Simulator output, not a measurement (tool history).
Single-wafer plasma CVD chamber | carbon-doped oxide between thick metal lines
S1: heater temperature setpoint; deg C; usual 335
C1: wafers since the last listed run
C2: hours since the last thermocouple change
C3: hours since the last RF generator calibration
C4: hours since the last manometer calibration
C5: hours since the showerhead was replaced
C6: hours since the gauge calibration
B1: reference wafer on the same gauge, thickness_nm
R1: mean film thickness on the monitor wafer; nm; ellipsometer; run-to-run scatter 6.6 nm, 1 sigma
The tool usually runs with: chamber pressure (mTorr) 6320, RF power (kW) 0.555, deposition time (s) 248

run 1 hour=0.0 | S1=335 chamber_pressure_(mTorr)=6320 RF_power_(kW)=0.555 deposition_time_(s)=248 | C1=0 C2=824.1 C3=509.2 C4=993.6 C5=2015.5 C6=403.8 | B1=1430.587 | R1=1392.562
run 2 hour=88.7 | S1=335 chamber_pressure_(mTorr)=6320 RF_power_(kW)=0.555 deposition_time_(s)=248 | C1=710 C2=912.8 C3=597.9 C4=1082.3 C5=2104.2 C6=492.5 | B1=1426.762 | R1=1402.908
run 3 hour=173.6 | S1=335 chamber_pressure_(mTorr)=6320 RF_power_(kW)=0.555 deposition_time_(s)=248 | C1=680 C2=997.7 C3=682.8 C4=1167.2 C5=2189.1 C6=577.4 | B1=1424.702 | R1=1396.074
run 4 hour=229.4 | S1=335 chamber_pressure_(mTorr)=6320 RF_power_(kW)=0.555 deposition_time_(s)=248 | C1=447 C2=1053.5 C3=738.6 C4=1223.0 C5=2244.9 C6=633.2 | B1=1419.987 | R1=1385.490
run 5 hour=544.3 | S1=335 chamber_pressure_(mTorr)=6320 RF_power_(kW)=0.555 deposition_time_(s)=248 | C1=2523 C2=1368.4 C3=1053.5 C4=1537.9 C5=2559.8 C6=948.1 | B1=1406.705 | R1=1375.726
run 6 hour=629.1 | S1=335 chamber_pressure_(mTorr)=6320 RF_power_(kW)=0.555 deposition_time_(s)=224 | C1=679 C2=1453.2 C3=1138.3 C4=1622.7 C5=2644.6 C6=1032.9 | B1=1404.601 | R1=1244.902
run 7 hour=690.4 | S1=335 chamber_pressure_(mTorr)=6320 RF_power_(kW)=0.555 deposition_time_(s)=224 | C1=491 C2=1514.5 C3=1199.6 C4=1684.0 C5=2705.9 C6=1094.2 | B1=1400.193 | R1=1232.990
run 8 hour=753.2 | S1=335 chamber_pressure_(mTorr)=6320 RF_power_(kW)=0.555 deposition_time_(s)=226 | C1=503 C2=1577.3 C3=1262.4 C4=1746.8 C5=2768.7 C6=1157.0 | B1=1397.683 | R1=1248.156
run 9 hour=822.8 | S1=335 chamber_pressure_(mTorr)=6320 RF_power_(kW)=0.555 deposition_time_(s)=248 | C1=557 C2=1646.9 C3=1332.0 C4=1816.4 C5=2838.3 C6=1226.6 | B1=1395.054 | R1=1369.061
run 10 hour=871.6 | S1=335 chamber_pressure_(mTorr)=6320 RF_power_(kW)=0.555 deposition_time_(s)=248 | C1=391 C2=1695.7 C3=1380.8 C4=1865.2 C5=2887.1 C6=1275.4 | B1=1393.522 | R1=1369.309
-- hour=947.2 RF generator calibrated
run 11 hour=963.4 | S1=335 chamber_pressure_(mTorr)=6320 RF_power_(kW)=0.555 deposition_time_(s)=248 | C1=671 C2=1787.5 C3=16.2 C4=1957.0 C5=2978.9 C6=1367.2 | B1=1389.152 | R1=1362.870
run 12 hour=1044.1 | S1=326 chamber_pressure_(mTorr)=6320 RF_power_(kW)=0.555 deposition_time_(s)=265 | C1=646 C2=1868.2 C3=96.9 C4=2037.7 C5=3059.6 C6=1447.9 | B1=1385.657 | R1=1483.622
-- hour=1057.9 gauge calibrated
-- hour=1155.6 thermocouple changed; heater temperature recalibrated
run 13 hour=1156.1 | S1=335 chamber_pressure_(mTorr)=6320 RF_power_(kW)=0.555 deposition_time_(s)=248 | C1=833 C2=0.5 C3=208.9 C4=2149.7 C5=3171.6 C6=98.2 | B1=1438.477 | R1=1408.815
-- hour=1170.3 showerhead replaced
run 14 hour=1214.8 | S1=335 chamber_pressure_(mTorr)=6320 RF_power_(kW)=0.555 deposition_time_(s)=248 | C1=406 C2=59.2 C3=267.6 C4=2208.4 C5=44.5 C6=156.9 | B1=1431.495 | R1=1399.980
run 15 hour=1528.0 | S1=335 chamber_pressure_(mTorr)=6320 RF_power_(kW)=0.555 deposition_time_(s)=248 | C1=2509 C2=372.4 C3=580.8 C4=2521.6 C5=357.7 C6=470.1 | B1=1419.464 | R1=1383.475
run 16 hour=1590.2 | S1=335 chamber_pressure_(mTorr)=6320 RF_power_(kW)=0.555 deposition_time_(s)=248 | C1=498 C2=434.6 C3=643.0 C4=2583.8 C5=419.9 C6=532.3 | B1=1419.249 | R1=1390.275
-- hour=1649.8 capacitance manometer re-zeroed and calibrated
run 17 hour=1670.4 | S1=335 chamber_pressure_(mTorr)=6790 RF_power_(kW)=0.445 deposition_time_(s)=248 | C1=578 C2=514.8 C3=723.2 C4=20.6 C5=500.1 C6=612.5 | B1=1414.448 | R1=1184.054
run 18 hour=1728.2 | S1=348 chamber_pressure_(mTorr)=6320 RF_power_(kW)=0.555 deposition_time_(s)=248 | C1=463 C2=572.6 C3=781.0 C4=78.4 C5=557.9 C6=670.3 | B1=1412.224 | R1=1331.792
run 19 hour=1794.6 | S1=323 chamber_pressure_(mTorr)=6320 RF_power_(kW)=0.610 deposition_time_(s)=248 | C1=532 C2=639.0 C3=847.4 C4=144.8 C5=624.3 C6=736.7 | B1=1409.422 | R1=1515.809
run 20 hour=1836.1 | S1=335 chamber_pressure_(mTorr)=6320 RF_power_(kW)=0.555 deposition_time_(s)=297 | C1=332 C2=680.5 C3=888.9 C4=186.3 C5=665.8 C6=778.2 | B1=1407.656 | R1=1638.767
run 21 hour=1874.7 | S1=335 chamber_pressure_(mTorr)=6320 RF_power_(kW)=0.555 deposition_time_(s)=248 | C1=309 C2=719.1 C3=927.5 C4=224.9 C5=704.4 C6=816.8 | B1=1405.717 | R1=1383.515
run 22 hour=1926.3 | S1=335 chamber_pressure_(mTorr)=4790 RF_power_(kW)=0.555 deposition_time_(s)=289 | C1=413 C2=770.7 C3=979.1 C4=276.5 C5=756.0 C6=868.4 | B1=1402.704 | R1=1521.042
run 23 hour=2002.1 | S1=335 chamber_pressure_(mTorr)=6320 RF_power_(kW)=0.585 deposition_time_(s)=248 | C1=607 C2=846.5 C3=1054.9 C4=352.3 C5=831.8 C6=944.2 | B1=1400.831 | R1=1416.606
run 24 hour=2086.8 | S1=335 chamber_pressure_(mTorr)=6320 RF_power_(kW)=0.500 deposition_time_(s)=280 | C1=678 C2=931.2 C3=1139.6 C4=437.0 C5=916.5 C6=1028.9 | B1=1397.058 | R1=1416.453

Per-run results on a tool with no hidden state, each run keeping its own random variation:
The hidden state here: wafer temperature above the value expected at the setpoint (K); delivered RF power above the setpoint (%); true pressure above the setpoint (%); gauge reads high (%).
run=1 R1=1401.522
run=2 R1=1415.749
run=3 R1=1412.507
run=4 R1=1404.192
run=5 R1=1407.862
run=6 R1=1277.329
run=7 R1=1267.513
run=8 R1=1285.610
run=9 R1=1413.202
run=10 R1=1415.611
run=11 R1=1413.002
run=12 R1=1542.092
run=13 R1=1412.097
run=14 R1=1405.738
run=15 R1=1402.481
run=16 R1=1412.063
run=17 R1=1205.575
run=18 R1=1358.412
run=19 R1=1549.276
run=20 R1=1677.095
run=21 R1=1417.565
run=22 R1=1560.968
run=23 R1=1457.213
run=24 R1=1460.898

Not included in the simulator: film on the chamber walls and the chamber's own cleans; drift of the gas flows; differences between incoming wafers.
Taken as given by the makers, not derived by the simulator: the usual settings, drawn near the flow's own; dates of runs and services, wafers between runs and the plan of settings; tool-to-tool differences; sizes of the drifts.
